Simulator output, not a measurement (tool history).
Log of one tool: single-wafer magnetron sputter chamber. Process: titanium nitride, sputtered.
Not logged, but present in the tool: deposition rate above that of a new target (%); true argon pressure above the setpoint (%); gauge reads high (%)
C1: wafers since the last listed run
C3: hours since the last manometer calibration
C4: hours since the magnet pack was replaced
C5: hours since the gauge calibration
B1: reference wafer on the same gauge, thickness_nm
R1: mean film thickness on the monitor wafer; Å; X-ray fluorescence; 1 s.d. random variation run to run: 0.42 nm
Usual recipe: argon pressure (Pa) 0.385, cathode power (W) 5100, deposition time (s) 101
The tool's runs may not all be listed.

{"run": 1, "hour": 0.0, "argon pressure (Pa)": 0.385, "cathode power (W)": 5100, "deposition time (s)": 101, "C1": 0, "wafers on the sputter target": 1997, "C3": 2341.2, "C4": 12767.8, "C5": 222.6, "B1": 86.045, "R1": 1029.84}
{"run": 2, "hour": 47.0, "argon pressure (Pa)": 0.385, "cathode power (W)": 5100, "deposition time (s)": 101, "C1": 588, "wafers on the sputter target": 2585, "C3": 2388.2, "C4": 12814.8, "C5": 269.6, "B1": 86.058, "R1": 1036.93}
{"run": 3, "hour": 64.0, "argon pressure (Pa)": 0.385, "cathode power (W)": 5100, "deposition time (s)": 101, "C1": 212, "wafers on the sputter target": 2798, "C3": 2405.2, "C4": 12831.8, "C5": 286.6, "B1": 86.138, "R1": 1031.77}
{"run": 4, "hour": 78.9, "argon pressure (Pa)": 0.385, "cathode power (W)": 5100, "deposition time (s)": 92, "C1": 186, "wafers on the sputter target": 2985, "C3": 2420.1, "C4": 12846.7, "C5": 301.5, "B1": 86.087, "R1": 937.15}
{"hour": 144.7, "done": "capacitance manometer re-zeroed and calibrated"}
{"run": 5, "hour": 160.8, "argon pressure (Pa)": 0.385, "cathode power (W)": 5100, "deposition time (s)": 92, "C1": 925, "wafers on the sputter target": 3910, "C3": 16.1, "C4": 12928.6, "C5": 383.4, "B1": 86.142, "R1": 944.66}
{"run": 6, "hour": 181.3, "argon pressure (Pa)": 0.385, "cathode power (W)": 5100, "deposition time (s)": 101, "C1": 256, "wafers on the sputter target": 4167, "C3": 36.6, "C4": 12949.1, "C5": 403.9, "B1": 86.013, "R1": 1030.08}
{"hour": 183.5, "done": "gauge calibrated"}
{"run": 7, "hour": 196.5, "argon pressure (Pa)": 0.385, "cathode power (W)": 5100, "deposition time (s)": 101, "C1": 190, "wafers on the sputter target": 4357, "C3": 51.8, "C4": 12964.3, "C5": 13.0, "B1": 85.966, "R1": 1040.41}
{"run": 8, "hour": 222.7, "argon pressure (Pa)": 0.385, "cathode power (W)": 5100, "deposition time (s)": 101, "C1": 328, "wafers on the sputter target": 4686, "C3": 78.0, "C4": 12990.5, "C5": 39.2, "B1": 85.959, "R1": 1033.0}
{"hour": 234.6, "done": "sputter target and shields replaced"}
{"run": 9, "hour": 235.1, "argon pressure (Pa)": 0.508, "cathode power (W)": 5100, "deposition time (s)": 89, "C1": 55, "wafers on the sputter target": 6, "C3": 90.4, "C4": 13002.9, "C5": 51.6, "B1": 86.072, "R1": 853.03}
{"run": 10, "hour": 257.6, "argon pressure (Pa)": 0.332, "cathode power (W)": 5900, "deposition time (s)": 93, "C1": 281, "wafers on the sputter target": 288, "C3": 112.9, "C4": 13025.4, "C5": 74.1, "B1": 86.035, "R1": 1138.15}
{"hour": 275.1, "done": "magnet pack replaced"}
{"run": 11, "hour": 275.7, "argon pressure (Pa)": 0.534, "cathode power (W)": 4300, "deposition time (s)": 114, "C1": 126, "wafers on the sputter target": 415, "C3": 131.0, "C4": 0.6, "C5": 92.2, "B1": 85.962, "R1": 906.8}
{"run": 12, "hour": 289.0, "argon pressure (Pa)": 0.385, "cathode power (W)": 5100, "deposition time (s)": 92, "C1": 166, "wafers on the sputter target": 581, "C3": 144.3, "C4": 13.9, "C5": 105.5, "B1": 86.025, "R1": 938.87}
{"run": 13, "hour": 301.2, "argon pressure (Pa)": 0.271, "cathode power (W)": 5100, "deposition time (s)": 101, "C1": 152, "wafers on the sputter target": 734, "C3": 156.5, "C4": 26.1, "C5": 117.7, "B1": 85.994, "R1": 1104.54}
{"run": 14, "hour": 325.4, "argon pressure (Pa)": 0.385, "cathode power (W)": 5100, "deposition time (s)": 92, "C1": 303, "wafers on the sputter target": 1037, "C3": 180.7, "C4": 50.3, "C5": 141.9, "B1": 86.005, "R1": 943.08}
{"run": 15, "hour": 352.6, "argon pressure (Pa)": 0.346, "cathode power (W)": 3850, "deposition time (s)": 118, "C1": 340, "wafers on the sputter target": 1378, "C3": 207.9, "C4": 77.5, "C5": 169.1, "B1": 85.963, "R1": 935.98}
{"run": 16, "hour": 369.5, "argon pressure (Pa)": 0.249, "cathode power (W)": 5100, "deposition time (s)": 106, "C1": 211, "wafers on the sputter target": 1589, "C3": 224.8, "C4": 94.4, "C5": 186.0, "B1": 86.004, "R1": 1173.97}

What will run 17 give?
{"run": 17, "hour": 394.5, "argon pressure (Pa)": 0.429, "cathode power (W)": 4300, "deposition time (s)": 115, "C1": 313, "wafers on the sputter target": 1902, "C3": 249.8, "C4": 119.4, "C5": 211.0, "B1": "?", "R1": "?"}

{"run 17": {"B1": 86.08, "R1": 969.96}}
The same run, on a tool lacking any hidden state, would have yielded R1 969.96 Å.

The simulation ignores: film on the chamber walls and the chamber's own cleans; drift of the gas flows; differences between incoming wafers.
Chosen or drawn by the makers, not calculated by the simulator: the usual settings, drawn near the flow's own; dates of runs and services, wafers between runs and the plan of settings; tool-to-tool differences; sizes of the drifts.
